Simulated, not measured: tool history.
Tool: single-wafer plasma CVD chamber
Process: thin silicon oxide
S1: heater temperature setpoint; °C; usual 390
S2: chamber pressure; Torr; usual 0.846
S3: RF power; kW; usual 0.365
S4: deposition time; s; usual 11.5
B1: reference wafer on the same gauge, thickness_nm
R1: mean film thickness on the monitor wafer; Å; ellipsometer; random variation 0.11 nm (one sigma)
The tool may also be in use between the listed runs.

run     day   S1     S2     S3    S4      B1      R1
  1   0.000  400  0.846  0.365  11.5  28.079  238.69
      2.408  -- showerhead replaced
  2   3.304  400  0.846  0.365  11.5  28.072  237.20
  3   7.046  390  0.846  0.365  11.5  28.045  237.23
  4   8.642  390  0.846  0.365  11.5  28.091  237.60
  5  12.146  390  0.846  0.365  11.5  28.166  236.77
  6  15.696  390  0.846  0.365  11.5  28.085  236.72
  7  18.379  399  0.846  0.295   9.6  28.122  182.29
  8  20.112  390  0.846  0.400  12.4  28.095  262.67
     20.571  -- gauge calibrated
  9  22.275  390  0.905  0.365  11.5  28.048  252.33
 10  26.588  390  0.846  0.365  11.5  28.127  236.98
     30.088  -- capacitance manometer re-zeroed and calibrated
 11  30.108  390  0.846  0.365  11.5  28.141  237.71
 12  32.496  390  0.846  0.365  11.5  28.075  236.04
 13  35.425  385  0.756  0.430  13.2  28.113  254.74
 14  37.262  390  0.738  0.365  11.5  28.036  204.06
 15  41.267  376  0.970  0.390   9.9  28.118  238.20
     42.933  -- thermocouple changed; heater temperature recalibrated
 16  44.875  390  0.846  0.365   9.9  28.075  203.29
 17  47.338  398  0.846  0.320  11.5  28.069  222.48
 18  49.900  379  0.846  0.365  11.5  28.065  235.60
 19  54.150  377  0.846  0.365  11.5  28.048  236.89
 20  58.146  390  0.694  0.295  11.5  28.110  172.76
 21  60.871  390  0.915  0.365  11.5  28.179  253.24
 22  64.462  382  0.846  0.365  12.6  28.177  258.63
     67.775  -- RF generator calibrated
 23  67.796  394  0.785  0.415  10.8  28.059  216.64
 24  70.208  390  0.846  0.365  10.8  28.071  222.20
 25  73.475  385  0.846  0.305  12.1  28.073  234.22
 26  75.125  398  0.846  0.320  11.5  28.067  227.33
 27  77.833  390  0.846  0.365  11.5  28.093  237.07
 28  80.375  390  0.846  0.330  12.3  28.106  243.33

Forecast each of these 4 alternatives for the next run:
  A  80.392  390  0.846  0.335  11.5   ?   ?
  B  80.392  390  0.973  0.365  11.5   ?   ?
  C  80.392  390  1.053  0.365  11.5   ?   ?
  D  80.392  379  1.039  0.405  13.1   ?   ?

run      B1      R1
  A  28.095  229.49
  B  28.095  269.76
  C  28.095  285.98
  D  28.095  336.20
Without the tool's hidden state the same runs would have given:
run      R1
  A  230.43
  B  270.76
  C  287.04
  D  337.45

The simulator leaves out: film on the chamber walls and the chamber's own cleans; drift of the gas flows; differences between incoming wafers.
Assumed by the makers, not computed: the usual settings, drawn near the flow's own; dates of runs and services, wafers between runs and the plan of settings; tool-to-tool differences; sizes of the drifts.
